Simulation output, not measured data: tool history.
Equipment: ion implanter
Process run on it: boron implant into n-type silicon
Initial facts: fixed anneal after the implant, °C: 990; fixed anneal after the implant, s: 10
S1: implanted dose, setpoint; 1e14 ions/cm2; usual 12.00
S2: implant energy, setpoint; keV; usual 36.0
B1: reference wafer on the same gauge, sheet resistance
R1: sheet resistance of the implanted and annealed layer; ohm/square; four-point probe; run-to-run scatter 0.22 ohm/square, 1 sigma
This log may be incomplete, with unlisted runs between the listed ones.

| run | day | S1 | S2 | B1 | R1 |
|---|---|---|---|---|---|
| 1 | 0.000 | 12.00 | 45.0 | 108.01 | 105.00 |
| 2 | 0.838 | 12.00 | 42.5 | 107.97 | 105.22 |
| 3 | 2.121 | 12.00 | 36.0 | 107.98 | 105.50 |
| 4 | 3.075 | 12.00 | 36.0 | 107.96 | 105.76 |
| 5 | 3.788 | 12.00 | 36.0 | 108.06 | 105.69 |
| 6 | 4.475 | 12.00 | 36.0 | 108.04 | 105.76 |
| 7 | 5.542 | 12.00 | 36.0 | 108.00 | 105.29 |
| 8 | 6.229 | 10.76 | 36.0 | 107.98 | 114.17 |
| 9 | 7.392 | 10.76 | 36.0 | 107.96 | 114.20 |
| 10 | 7.933 | 10.76 | 36.0 | 107.98 | 113.97 |
| 11 | 8.983 | 13.13 | 36.0 | 108.03 | 98.72 |
|  | 9.883 | extraction supply calibrated |
| 12 | 10.054 | 13.13 | 36.0 | 108.01 | 98.80 |
| 13 | 11.533 | 12.00 | 24.0 | 108.03 | 108.12 |
| 14 | 12.212 | 14.80 | 36.0 | 108.02 | 90.79 |
|  | 13.800 | Faraday cup replaced and dose calibrated |
| 15 | 13.821 | 12.00 | 39.5 | 107.99 | 108.43 |
| 16 | 15.017 | 12.00 | 36.0 | 107.99 | 109.14 |
|  | 15.238 | gauge calibrated |
| 17 | 15.658 | 12.00 | 36.0 | 107.94 | 108.90 |
| 18 | 16.279 | 12.00 | 28.5 | 108.11 | 110.50 |
| 19 | 17.346 | 10.69 | 25.5 | 107.98 | 120.70 |
| 20 | 18.717 | 12.00 | 36.0 | 107.89 | 108.83 |
| 21 | 19.996 | 9.61 | 26.0 | 107.94 | 131.25 |
| 22 | 20.912 | 8.60 | 25.5 | 108.06 | 143.51 |
| 23 | 21.971 | 14.31 | 40.5 | 107.97 | 95.31 |
| 24 | 23.158 | 12.00 | 36.0 | 107.94 | 108.03 |

Predict each of these 3 candidate next runs independently; none follows another, all start after run 24:
| A | 23.175 | 12.00 | 27.0 | ? | ? |
| B | 23.175 | 11.07 | 30.0 | ? | ? |
| C | 23.175 | 8.96 | 43.5 | ? | ? |

| run | B1 | R1 |
|---|---|---|
| A | 108.05 | 110.08 |
| B | 108.05 | 116.07 |
| C | 108.05 | 135.61 |
The same runs, with their run-to-run variation unchanged, on a tool lacking any hidden condition would have given:
| run | R1 |
|---|---|
| A | 110.16 |
| B | 116.15 |
| C | 135.71 |
